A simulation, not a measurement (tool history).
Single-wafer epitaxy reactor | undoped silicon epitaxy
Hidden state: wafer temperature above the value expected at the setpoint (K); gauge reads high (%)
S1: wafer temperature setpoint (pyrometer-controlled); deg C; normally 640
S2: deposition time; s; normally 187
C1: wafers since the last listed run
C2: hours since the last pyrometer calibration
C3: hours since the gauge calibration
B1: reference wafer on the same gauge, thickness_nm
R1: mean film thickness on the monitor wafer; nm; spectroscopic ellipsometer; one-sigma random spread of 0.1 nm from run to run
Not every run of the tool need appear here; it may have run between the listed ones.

{"run": 1, "hour": 0.0, "S1": 640, "S2": 187, "C1": 0, "C2": 773.5, "C3": 1176.9, "B1": 27.52, "R1": 24.238}
{"run": 2, "hour": 65.2, "S1": 640, "S2": 187, "C1": 646, "C2": 838.7, "C3": 1242.1, "B1": 27.508, "R1": 24.171}
{"run": 3, "hour": 135.7, "S1": 640, "S2": 200, "C1": 699, "C2": 909.2, "C3": 1312.6, "B1": 27.471, "R1": 25.869}
{"run": 4, "hour": 198.4, "S1": 640, "S2": 200, "C1": 621, "C2": 971.9, "C3": 1375.3, "B1": 27.491, "R1": 25.771}
{"run": 5, "hour": 263.1, "S1": 640, "S2": 200, "C1": 641, "C2": 1036.6, "C3": 1440.0, "B1": 27.446, "R1": 25.916}
{"run": 6, "hour": 293.1, "S1": 640, "S2": 195, "C1": 297, "C2": 1066.6, "C3": 1470.0, "B1": 27.426, "R1": 24.939}
{"run": 7, "hour": 449.2, "S1": 646, "S2": 172, "C1": 1548, "C2": 1222.7, "C3": 1626.1, "B1": 27.4, "R1": 25.434}
{"run": 8, "hour": 478.2, "S1": 640, "S2": 187, "C1": 287, "C2": 1251.7, "C3": 1655.1, "B1": 27.403, "R1": 24.054}
{"run": 9, "hour": 512.9, "S1": 640, "S2": 187, "C1": 344, "C2": 1286.4, "C3": 1689.8, "B1": 27.395, "R1": 23.935}
{"run": 10, "hour": 579.2, "S1": 634, "S2": 187, "C1": 657, "C2": 1352.7, "C3": 1756.1, "B1": 27.362, "R1": 20.744}
{"run": 11, "hour": 775.3, "S1": 634, "S2": 187, "C1": 1945, "C2": 1548.8, "C3": 1952.2, "B1": 27.338, "R1": 20.71}
{"run": 12, "hour": 845.9, "S1": 636, "S2": 187, "C1": 700, "C2": 1619.4, "C3": 2022.8, "B1": 27.35, "R1": 21.765}
{"run": 13, "hour": 890.4, "S1": 640, "S2": 187, "C1": 441, "C2": 1663.9, "C3": 2067.3, "B1": 27.362, "R1": 24.049}
{"run": 14, "hour": 936.0, "S1": 640, "S2": 158, "C1": 452, "C2": 1709.5, "C3": 2112.9, "B1": 27.328, "R1": 20.307}
{"run": 15, "hour": 996.9, "S1": 640, "S2": 187, "C1": 604, "C2": 1770.4, "C3": 2173.8, "B1": 27.339, "R1": 24.062}
{"run": 16, "hour": 1043.9, "S1": 640, "S2": 187, "C1": 466, "C2": 1817.4, "C3": 2220.8, "B1": 27.286, "R1": 23.907}
{"run": 17, "hour": 1104.5, "S1": 640, "S2": 187, "C1": 601, "C2": 1878.0, "C3": 2281.4, "B1": 27.309, "R1": 24.024}
{"run": 18, "hour": 1156.6, "S1": 640, "S2": 187, "C1": 516, "C2": 1930.1, "C3": 2333.5, "B1": 27.284, "R1": 24.106}
{"run": 19, "hour": 1200.8, "S1": 640, "S2": 187, "C1": 438, "C2": 1974.3, "C3": 2377.7, "B1": 27.284, "R1": 24.031}
{"run": 20, "hour": 1230.7, "S1": 640, "S2": 187, "C1": 296, "C2": 2004.2, "C3": 2407.6, "B1": 27.263, "R1": 23.958}
{"run": 21, "hour": 1269.1, "S1": 640, "S2": 187, "C1": 380, "C2": 2042.6, "C3": 2446.0, "B1": 27.249, "R1": 23.868}
{"run": 22, "hour": 1301.4, "S1": 640, "S2": 157, "C1": 320, "C2": 2074.9, "C3": 2478.3, "B1": 27.28, "R1": 20.212}
{"run": 23, "hour": 1413.1, "S1": 647, "S2": 187, "C1": 1108, "C2": 2186.6, "C3": 2590.0, "B1": 27.248, "R1": 28.43}
{"run": 24, "hour": 1450.3, "S1": 631, "S2": 187, "C1": 369, "C2": 2223.8, "C3": 2627.2, "B1": 27.297, "R1": 19.388}
{"run": 25, "hour": 1503.3, "S1": 640, "S2": 187, "C1": 525, "C2": 2276.8, "C3": 2680.2, "B1": 27.268, "R1": 23.984}
{"run": 26, "hour": 1541.3, "S1": 640, "S2": 187, "C1": 376, "C2": 2314.8, "C3": 2718.2, "B1": 27.266, "R1": 23.855}
{"hour": 1585.7, "done": "gauge calibrated"}
{"run": 27, "hour": 1597.1, "S1": 646, "S2": 172, "C1": 553, "C2": 2370.6, "C3": 11.4, "B1": 28.304, "R1": 26.562}
{"run": 28, "hour": 1643.8, "S1": 652, "S2": 156, "C1": 463, "C2": 2417.3, "C3": 58.1, "B1": 28.24, "R1": 27.759}
{"run": 29, "hour": 1692.1, "S1": 652, "S2": 162, "C1": 479, "C2": 2465.6, "C3": 106.4, "B1": 28.232, "R1": 28.515}
{"hour": 1703.9, "done": "pyrometer calibrated"}
{"run": 30, "hour": 1834.5, "S1": 640, "S2": 187, "C1": 1333, "C2": 130.6, "C3": 248.8, "B1": 28.062, "R1": 24.488}
{"run": 31, "hour": 1885.2, "S1": 634, "S2": 207, "C1": 502, "C2": 181.3, "C3": 299.5, "B1": 28.07, "R1": 23.638}
{"run": 32, "hour": 1943.2, "S1": 645, "S2": 187, "C1": 575, "C2": 239.3, "C3": 357.5, "B1": 27.968, "R1": 27.765}
{"run": 33, "hour": 1988.7, "S1": 640, "S2": 187, "C1": 451, "C2": 284.8, "C3": 403.0, "B1": 27.953, "R1": 24.748}
{"run": 34, "hour": 2021.3, "S1": 651, "S2": 187, "C1": 323, "C2": 317.4, "C3": 435.6, "B1": 27.917, "R1": 31.99}
{"run": 35, "hour": 2055.0, "S1": 632, "S2": 151, "C1": 334, "C2": 351.1, "C3": 469.3, "B1": 27.954, "R1": 16.409}
{"run": 36, "hour": 2108.2, "S1": 636, "S2": 174, "C1": 527, "C2": 404.3, "C3": 522.5, "B1": 27.93, "R1": 20.579}
{"run": 37, "hour": 2132.3, "S1": 640, "S2": 200, "C1": 239, "C2": 428.4, "C3": 546.6, "B1": 27.856, "R1": 26.052}
{"run": 38, "hour": 2177.2, "S1": 632, "S2": 187, "C1": 445, "C2": 473.3, "C3": 591.5, "B1": 27.82, "R1": 20.152}
{"run": 39, "hour": 2226.0, "S1": 632, "S2": 197, "C1": 484, "C2": 522.1, "C3": 640.3, "B1": 27.846, "R1": 21.105}
{"run": 40, "hour": 2258.4, "S1": 640, "S2": 187, "C1": 321, "C2": 554.5, "C3": 672.7, "B1": 27.794, "R1": 24.426}
{"run": 41, "hour": 2306.7, "S1": 646, "S2": 223, "C1": 479, "C2": 602.8, "C3": 721.0, "B1": 27.787, "R1": 33.84}
{"run": 42, "hour": 2360.9, "S1": 646, "S2": 172, "C1": 537, "C2": 657.0, "C3": 775.2, "B1": 27.745, "R1": 25.951}

Subtracting, for every run, the result it would have given without the tool's unlogged condition from the measured result gives the following. The same run-to-run variation enters both numbers; the gauge's scatter may not:
run=1 R1=-0.780
run=2 R1=-0.798
run=3 R1=-0.874
run=4 R1=-0.888
run=5 R1=-0.909
run=6 R1=-0.882
run=7 R1=-0.932
run=8 R1=-0.887
run=9 R1=-0.888
run=10 R1=-0.779
run=11 R1=-0.804
run=12 R1=-0.852
run=13 R1=-0.947
run=14 R1=-0.803
run=15 R1=-0.958
run=16 R1=-0.957
run=17 R1=-0.968
run=18 R1=-0.975
run=19 R1=-0.976
run=20 R1=-0.976
run=21 R1=-0.975
run=22 R1=-0.828
run=23 R1=-1.174
run=24 R1=-0.802
run=25 R1=-0.996
run=26 R1=-0.993
run=27 R1=-0.043
run=28 R1=-0.097
run=29 R1=-0.154
run=30 R1=-0.255
run=31 R1=-0.285
run=32 R1=-0.384
run=33 R1=-0.374
run=34 R1=-0.512
run=35 R1=-0.277
run=36 R1=-0.375
run=37 R1=-0.491
run=38 R1=-0.401
run=39 R1=-0.443
run=40 R1=-0.531
run=41 R1=-0.769
run=42 R1=-0.616
